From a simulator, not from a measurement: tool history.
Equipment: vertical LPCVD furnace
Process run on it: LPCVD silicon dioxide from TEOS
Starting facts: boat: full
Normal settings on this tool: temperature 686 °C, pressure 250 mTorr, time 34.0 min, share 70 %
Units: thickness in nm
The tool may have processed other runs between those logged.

run,hour,temperature,pressure,time,share,wafers since the last listed run,hours since the last temperature calibration,hours since the pressure gauge was zeroed,hours since the TEOS flow controller was replaced,hours since the gauge calibration,"read-back reference wafer on the same gauge, thickness",thickness
1,0.0,689,250,34.0,70,0,2395.0,2056.7,5820.7,392.4,147.09,182.40
2,18.4,686,300,34.0,70,256,2413.4,2075.1,5839.1,410.8,147.01,186.40
3,50.5,690,250,40.0,70,448,2445.5,2107.2,5871.2,442.9,146.92,219.61
# hour 95.6: TEOS flow controller replaced
4,96.1,690,250,40.0,70,301,2491.1,2152.8,0.5,488.5,146.93,221.18
5,169.1,686,250,34.0,70,1018,2564.1,2225.8,73.5,561.5,146.94,170.04
6,195.9,686,250,34.0,70,374,2590.9,2252.6,100.3,588.3,146.99,170.97
7,225.2,686,250,26.0,70,408,2620.2,2281.9,129.6,617.6,147.11,131.08
8,261.6,686,250,34.0,70,508,2656.6,2318.3,166.0,654.0,147.00,172.02
9,288.1,686,200,46.0,70,369,2683.1,2344.8,192.5,680.5,147.26,206.69
10,301.4,678,250,30.0,70,185,2696.4,2358.1,205.8,693.8,147.00,124.91
11,326.3,692,250,34.0,79,347,2721.3,2383.0,230.7,718.7,147.07,209.51
12,339.4,686,310,25.0,76,182,2734.4,2396.1,243.8,731.8,146.90,146.43
13,354.1,679,270,39.5,56,205,2749.1,2410.8,258.5,746.5,147.01,156.90
# hour 408.4: thermocouples replaced and temperature profile calibrated
14,408.9,682,250,34.0,70,429,0.5,2465.6,313.3,801.3,146.86,142.51
15,416.5,683,310,47.0,60,106,8.1,2473.2,320.9,808.9,147.20,208.42
16,432.0,679,270,39.5,56,216,23.6,2488.7,336.4,824.4,147.05,144.91
17,465.1,676,250,34.0,70,461,56.7,2521.8,369.5,857.5,146.89,123.98
# hour 518.8: pressure gauge zeroed
18,519.3,681,250,24.0,84,421,110.9,0.5,423.7,911.7,147.24,107.59
# hour 526.2: gauge calibrated
19,532.1,686,310,25.0,76,178,123.7,13.3,436.5,5.9,147.08,134.43
20,566.7,696,190,34.0,81,482,158.3,47.9,471.1,40.5,147.07,188.30
21,591.4,692,250,34.0,70,344,183.0,72.6,495.8,65.2,146.96,182.58
22,617.2,686,250,34.0,70,360,208.8,98.4,521.6,91.0,146.86,158.59
23,635.5,686,250,34.0,70,255,227.1,116.7,539.9,109.3,147.12,157.91
24,653.7,686,250,34.0,70,254,245.3,134.9,558.1,127.5,147.04,159.24
25,672.6,686,250,34.0,70,263,264.2,153.8,577.0,146.4,147.04,158.92
26,689.4,689,250,34.0,70,234,281.0,170.6,593.8,163.2,147.01,171.23
27,714.8,686,250,34.0,60,354,306.4,196.0,619.2,188.6,146.68,146.80
28,740.1,675,200,34.0,57,353,331.7,221.3,644.5,213.9,147.07,98.46
29,752.8,679,280,34.0,59,177,344.4,234.0,657.2,226.6,147.21,130.98
30,786.0,686,310,25.0,76,463,377.6,267.2,690.4,259.8,147.03,136.24
31,808.7,691,250,22.0,63,316,400.3,289.9,713.1,282.5,147.07,109.78

Predict each of these 4 candidate next runs independently; none follows another, all start after run 31:
A,814.0,686,250,42.5,70,73,405.6,295.2,718.4,287.8,?,?
B,814.0,686,250,29.5,83,73,405.6,295.2,718.4,287.8,?,?
C,814.0,677,285,34.0,70,73,405.6,295.2,718.4,287.8,?,?
D,814.0,686,250,43.0,60,73,405.6,295.2,718.4,287.8,?,?

run,"read-back reference wafer on the same gauge, thickness",thickness
A,147.07,198.33
B,147.07,149.90
C,147.07,136.34
D,147.07,185.78
With no hidden state in the tool, these same runs would have given:
run,thickness
A,193.37
B,146.16
C,132.87
D,181.14
